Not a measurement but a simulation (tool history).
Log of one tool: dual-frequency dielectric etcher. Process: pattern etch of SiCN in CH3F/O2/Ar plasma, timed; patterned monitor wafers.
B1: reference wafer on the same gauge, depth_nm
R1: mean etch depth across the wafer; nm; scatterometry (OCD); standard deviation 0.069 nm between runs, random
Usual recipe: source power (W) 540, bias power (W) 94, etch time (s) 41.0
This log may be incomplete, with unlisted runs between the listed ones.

{"run": 1, "hour": 0.0, "source power (W)": 540, "bias power (W)": 94, "etch time (s)": 41.0, "B1": 18.48, "R1": 18.84}
{"run": 2, "hour": 82.1, "source power (W)": 540, "bias power (W)": 94, "etch time (s)": 41.0, "B1": 18.52, "R1": 18.67}
{"hour": 128.9, "done": "wet clean of the chamber"}
{"run": 3, "hour": 149.6, "source power (W)": 540, "bias power (W)": 106, "etch time (s)": 41.0, "B1": 18.47, "R1": 19.85}
{"run": 4, "hour": 218.0, "source power (W)": 540, "bias power (W)": 106, "etch time (s)": 41.0, "B1": 18.5, "R1": 19.68}
{"run": 5, "hour": 261.5, "source power (W)": 540, "bias power (W)": 106, "etch time (s)": 41.0, "B1": 18.5, "R1": 19.61}
{"run": 6, "hour": 345.2, "source power (W)": 540, "bias power (W)": 94, "etch time (s)": 41.0, "B1": 18.51, "R1": 18.98}
{"run": 7, "hour": 421.6, "source power (W)": 540, "bias power (W)": 94, "etch time (s)": 41.0, "B1": 18.46, "R1": 18.89}
{"run": 8, "hour": 513.0, "source power (W)": 540, "bias power (W)": 94, "etch time (s)": 41.0, "B1": 18.49, "R1": 18.77}
{"hour": 599.4, "done": "wet clean of the chamber"}
{"run": 9, "hour": 616.9, "source power (W)": 600, "bias power (W)": 94, "etch time (s)": 41.0, "B1": 18.47, "R1": 19.65}
{"run": 10, "hour": 683.3, "source power (W)": 600, "bias power (W)": 94, "etch time (s)": 41.0, "B1": 18.5, "R1": 19.62}
{"run": 11, "hour": 748.8, "source power (W)": 540, "bias power (W)": 94, "etch time (s)": 41.0, "B1": 18.51, "R1": 19.1}
{"run": 12, "hour": 840.2, "source power (W)": 490, "bias power (W)": 82, "etch time (s)": 37.0, "B1": 18.49, "R1": 16.25}
{"hour": 941.8, "done": "upper electrode replaced, of another model than before"}
{"run": 13, "hour": 942.3, "source power (W)": 540, "bias power (W)": 94, "etch time (s)": 41.0, "B1": 18.49, "R1": 18.88}
{"run": 14, "hour": 980.6, "source power (W)": 540, "bias power (W)": 94, "etch time (s)": 41.0, "B1": 18.51, "R1": 18.79}
{"run": 15, "hour": 1062.1, "source power (W)": 640, "bias power (W)": 103, "etch time (s)": 41.0, "B1": 18.5, "R1": 20.54}
{"hour": 1115.3, "done": "wet clean of the chamber"}
{"run": 16, "hour": 1115.8, "source power (W)": 660, "bias power (W)": 81, "etch time (s)": 41.0, "B1": 18.49, "R1": 19.88}
{"run": 17, "hour": 1144.3, "source power (W)": 420, "bias power (W)": 113, "etch time (s)": 52.5, "B1": 18.49, "R1": 23.81}
{"hour": 1179.7, "done": "bias power generator calibrated"}
{"run": 18, "hour": 1241.0, "source power (W)": 540, "bias power (W)": 112, "etch time (s)": 36.5, "B1": 18.51, "R1": 17.99}
{"hour": 1266.4, "done": "source power generator calibrated"}
{"hour": 1274.6, "done": "gauge calibrated"}
{"run": 19, "hour": 1318.9, "source power (W)": 540, "bias power (W)": 94, "etch time (s)": 41.0, "B1": 18.53, "R1": 18.97}
{"run": 20, "hour": 1397.3, "source power (W)": 430, "bias power (W)": 115, "etch time (s)": 47.5, "B1": 18.48, "R1": 21.41}
{"run": 21, "hour": 1495.6, "source power (W)": 540, "bias power (W)": 94, "etch time (s)": 45.5, "B1": 18.48, "R1": 20.95}
{"run": 22, "hour": 1586.2, "source power (W)": 540, "bias power (W)": 107, "etch time (s)": 41.0, "B1": 18.52, "R1": 19.58}
{"hour": 1645.4, "done": "wet clean of the chamber"}
{"run": 23, "hour": 1645.9, "source power (W)": 540, "bias power (W)": 87, "etch time (s)": 34.5, "B1": 18.5, "R1": 15.78}

Below are 4 alternative next runs, each starting from the tool's condition after run 23. Predict each:
{"run": "A", "hour": 1646.3, "source power (W)": 540, "bias power (W)": 94, "etch time (s)": 41.0, "B1": "?", "R1": "?"}
{"run": "B", "hour": 1646.3, "source power (W)": 480, "bias power (W)": 72, "etch time (s)": 49.0, "B1": "?", "R1": "?"}
{"run": "C", "hour": 1646.3, "source power (W)": 450, "bias power (W)": 85, "etch time (s)": 45.0, "B1": "?", "R1": "?"}
{"run": "D", "hour": 1646.3, "source power (W)": 400, "bias power (W)": 94, "etch time (s)": 36.0, "B1": "?", "R1": "?"}

run=A B1=18.54 R1=19.17
run=B B1=18.54 R1=20.15
run=C B1=18.54 R1=18.96
run=D B1=18.54 R1=14.95
The same runs, with their run-to-run variation unchanged, on a tool lacking any hidden condition would have given:
run=A R1=19.18
run=B R1=20.16
run=C R1=18.97
run=D R1=14.96
